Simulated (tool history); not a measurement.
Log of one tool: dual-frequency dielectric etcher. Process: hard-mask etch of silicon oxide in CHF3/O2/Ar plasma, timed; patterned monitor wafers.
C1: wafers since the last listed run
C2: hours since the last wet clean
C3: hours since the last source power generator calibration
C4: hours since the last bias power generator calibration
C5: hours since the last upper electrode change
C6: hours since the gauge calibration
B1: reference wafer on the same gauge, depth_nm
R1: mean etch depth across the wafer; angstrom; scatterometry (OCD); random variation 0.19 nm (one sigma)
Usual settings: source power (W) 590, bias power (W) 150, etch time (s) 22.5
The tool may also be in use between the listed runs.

{"run": 1, "day": 0.0, "source power (W)": 590, "bias power (W)": 150, "etch time (s)": 22.5, "C1": 0, "C2": 479.5, "C3": 2668.7, "C4": 3257, "C5": 5892.8, "C6": 493.3, "B1": 38.14, "R1": 418.1}
{"day": 0.167, "done": "wet clean of the chamber"}
{"run": 2, "day": 0.925, "source power (W)": 590, "bias power (W)": 150, "etch time (s)": 22.5, "C1": 276, "C2": 18.2, "C3": 2690.9, "C4": 3279.2, "C5": 5915, "C6": 515.5, "B1": 38.2, "R1": 418.4}
{"run": 3, "day": 2.096, "source power (W)": 590, "bias power (W)": 150, "etch time (s)": 22.5, "C1": 428, "C2": 46.3, "C3": 2719, "C4": 3307.3, "C5": 5943.1, "C6": 543.6, "B1": 38.21, "R1": 418.5}
{"run": 4, "day": 3.579, "source power (W)": 590, "bias power (W)": 150, "etch time (s)": 22.5, "C1": 542, "C2": 81.9, "C3": 2754.6, "C4": 3342.9, "C5": 5978.7, "C6": 579.2, "B1": 38.21, "R1": 420.2}
{"run": 5, "day": 4.358, "source power (W)": 590, "bias power (W)": 150, "etch time (s)": 22.5, "C1": 284, "C2": 100.6, "C3": 2773.3, "C4": 3361.6, "C5": 5997.4, "C6": 597.9, "B1": 38.22, "R1": 417.5}
{"run": 6, "day": 5.642, "source power (W)": 590, "bias power (W)": 150, "etch time (s)": 22.5, "C1": 469, "C2": 131.4, "C3": 2804.1, "C4": 3392.4, "C5": 6028.2, "C6": 628.7, "B1": 38.24, "R1": 418.5}
{"run": 7, "day": 6.6, "source power (W)": 590, "bias power (W)": 128, "etch time (s)": 25, "C1": 350, "C2": 154.4, "C3": 2827.1, "C4": 3415.4, "C5": 6051.2, "C6": 651.7, "B1": 38.24, "R1": 434.3}
{"run": 8, "day": 7.704, "source power (W)": 590, "bias power (W)": 128, "etch time (s)": 25, "C1": 403, "C2": 180.9, "C3": 2853.6, "C4": 3441.9, "C5": 6077.7, "C6": 678.2, "B1": 38.25, "R1": 439.3}
{"run": 9, "day": 9.083, "source power (W)": 590, "bias power (W)": 150, "etch time (s)": 22.5, "C1": 504, "C2": 214, "C3": 2886.7, "C4": 3475, "C5": 6110.8, "C6": 711.3, "B1": 38.25, "R1": 418.1}
{"day": 9.55, "done": "gauge calibrated"}
{"run": 10, "day": 10.029, "source power (W)": 590, "bias power (W)": 150, "etch time (s)": 22.5, "C1": 345, "C2": 236.7, "C3": 2909.4, "C4": 3497.7, "C5": 6133.5, "C6": 11.5, "B1": 37.28, "R1": 408.5}
{"run": 11, "day": 11.367, "source power (W)": 590, "bias power (W)": 150, "etch time (s)": 22.5, "C1": 489, "C2": 268.8, "C3": 2941.5, "C4": 3529.8, "C5": 6165.6, "C6": 43.6, "B1": 37.43, "R1": 406.4}
{"run": 12, "day": 12.442, "source power (W)": 590, "bias power (W)": 150, "etch time (s)": 22.5, "C1": 393, "C2": 294.6, "C3": 2967.3, "C4": 3555.6, "C5": 6191.4, "C6": 69.4, "B1": 37.47, "R1": 410.6}
{"run": 13, "day": 13.167, "source power (W)": 590, "bias power (W)": 150, "etch time (s)": 22.5, "C1": 265, "C2": 312, "C3": 2984.7, "C4": 3573, "C5": 6208.8, "C6": 86.8, "B1": 37.61, "R1": 413.7}
{"run": 14, "day": 14.3, "source power (W)": 590, "bias power (W)": 150, "etch time (s)": 22.5, "C1": 414, "C2": 339.2, "C3": 3011.9, "C4": 3600.2, "C5": 6236, "C6": 114, "B1": 37.61, "R1": 410.9}
{"run": 15, "day": 14.917, "source power (W)": 710, "bias power (W)": 161, "etch time (s)": 17.5, "C1": 225, "C2": 354, "C3": 3026.7, "C4": 3615, "C5": 6250.8, "C6": 128.8, "B1": 37.66, "R1": 350.4}
{"run": 16, "day": 15.508, "source power (W)": 590, "bias power (W)": 150, "etch time (s)": 22.5, "C1": 216, "C2": 368.2, "C3": 3040.9, "C4": 3629.2, "C5": 6265, "C6": 143, "B1": 37.71, "R1": 412.8}
{"day": 17.879, "done": "upper electrode replaced"}
{"run": 17, "day": 17.9, "source power (W)": 710, "bias power (W)": 124, "etch time (s)": 27.5, "C1": 508, "C2": 425.6, "C3": 3098.3, "C4": 3686.6, "C5": 0.5, "C6": 200.4, "B1": 37.78, "R1": 501.3}
{"run": 18, "day": 17.954, "source power (W)": 710, "bias power (W)": 168, "etch time (s)": 16.5, "C1": 19, "C2": 426.9, "C3": 3099.6, "C4": 3687.9, "C5": 1.8, "C6": 201.7, "B1": 37.81, "R1": 339.7}
{"run": 19, "day": 19.238, "source power (W)": 590, "bias power (W)": 150, "etch time (s)": 27, "C1": 469, "C2": 457.7, "C3": 3130.4, "C4": 3718.7, "C5": 32.6, "C6": 232.5, "B1": 37.92, "R1": 497.8}
{"day": 20.838, "done": "source power generator calibrated"}
{"day": 21.071, "done": "bias power generator calibrated"}
{"day": 21.996, "done": "wet clean of the chamber"}
{"run": 20, "day": 23.279, "source power (W)": 590, "bias power (W)": 150, "etch time (s)": 22.5, "C1": 1017, "C2": 30.8, "C3": 58.6, "C4": 53, "C5": 129.6, "C6": 329.5, "B1": 38.01, "R1": 415.4}
{"run": 21, "day": 23.783, "source power (W)": 740, "bias power (W)": 150, "etch time (s)": 16, "C1": 184, "C2": 42.9, "C3": 70.7, "C4": 65.1, "C5": 141.7, "C6": 341.6, "B1": 38.01, "R1": 319.6}
{"run": 22, "day": 24.338, "source power (W)": 440, "bias power (W)": 127, "etch time (s)": 22.5, "C1": 202, "C2": 56.2, "C3": 84, "C4": 78.4, "C5": 155, "C6": 354.9, "B1": 38.04, "R1": 349.4}
{"run": 23, "day": 25.508, "source power (W)": 590, "bias power (W)": 124, "etch time (s)": 20, "C1": 428, "C2": 84.3, "C3": 112.1, "C4": 106.5, "C5": 183.1, "C6": 383, "B1": 38.09, "R1": 342.1}
{"run": 24, "day": 26.429, "source power (W)": 590, "bias power (W)": 169, "etch time (s)": 22.5, "C1": 336, "C2": 106.4, "C3": 134.2, "C4": 128.6, "C5": 205.2, "C6": 405.1, "B1": 38.1, "R1": 436.2}
{"run": 25, "day": 27.025, "source power (W)": 590, "bias power (W)": 150, "etch time (s)": 27.5, "C1": 217, "C2": 120.7, "C3": 148.5, "C4": 142.9, "C5": 219.5, "C6": 419.4, "B1": 38.06, "R1": 508}
{"run": 26, "day": 27.888, "source power (W)": 710, "bias power (W)": 131, "etch time (s)": 22.5, "C1": 315, "C2": 141.4, "C3": 169.2, "C4": 163.6, "C5": 240.2, "C6": 440.1, "B1": 38.03, "R1": 422.5}
{"run": 27, "day": 28.679, "source power (W)": 590, "bias power (W)": 128, "etch time (s)": 25, "C1": 289, "C2": 160.4, "C3": 188.2, "C4": 182.6, "C5": 259.2, "C6": 459.1, "B1": 38.16, "R1": 434.2}
{"run": 28, "day": 29.962, "source power (W)": 680, "bias power (W)": 187, "etch time (s)": 22.5, "C1": 469, "C2": 191.2, "C3": 219, "C4": 213.4, "C5": 290, "C6": 489.9, "B1": 38.12, "R1": 480.9}
{"run": 29, "day": 30.962, "source power (W)": 530, "bias power (W)": 140, "etch time (s)": 16.5, "C1": 365, "C2": 215.2, "C3": 243, "C4": 237.4, "C5": 314, "C6": 513.9, "B1": 38.16, "R1": 284.6}

Forecast each of these 3 alternatives for the next run:
{"run": "A", "day": 30.979, "source power (W)": 590, "bias power (W)": 150, "etch time (s)": 20, "C1": 6, "C2": 215.6, "C3": 243.4, "C4": 237.8, "C5": 314.4, "C6": 514.3, "B1": "?", "R1": "?"}
{"run": "B", "day": 30.979, "source power (W)": 590, "bias power (W)": 150, "etch time (s)": 25.5, "C1": 6, "C2": 215.6, "C3": 243.4, "C4": 237.8, "C5": 314.4, "C6": 514.3, "B1": "?", "R1": "?"}
{"run": "C", "day": 30.979, "source power (W)": 720, "bias power (W)": 166, "etch time (s)": 17.5, "C1": 6, "C2": 215.6, "C3": 243.4, "C4": 237.8, "C5": 314.4, "C6": 514.3, "B1": "?", "R1": "?"}

run=A B1=38.13 R1=369
run=B B1=38.13 R1=470.5
run=C B1=38.13 R1=360.5
Without the tool's hidden state the same runs would have given:
run=A R1=359.9
run=B R1=458.9
run=C R1=351.6
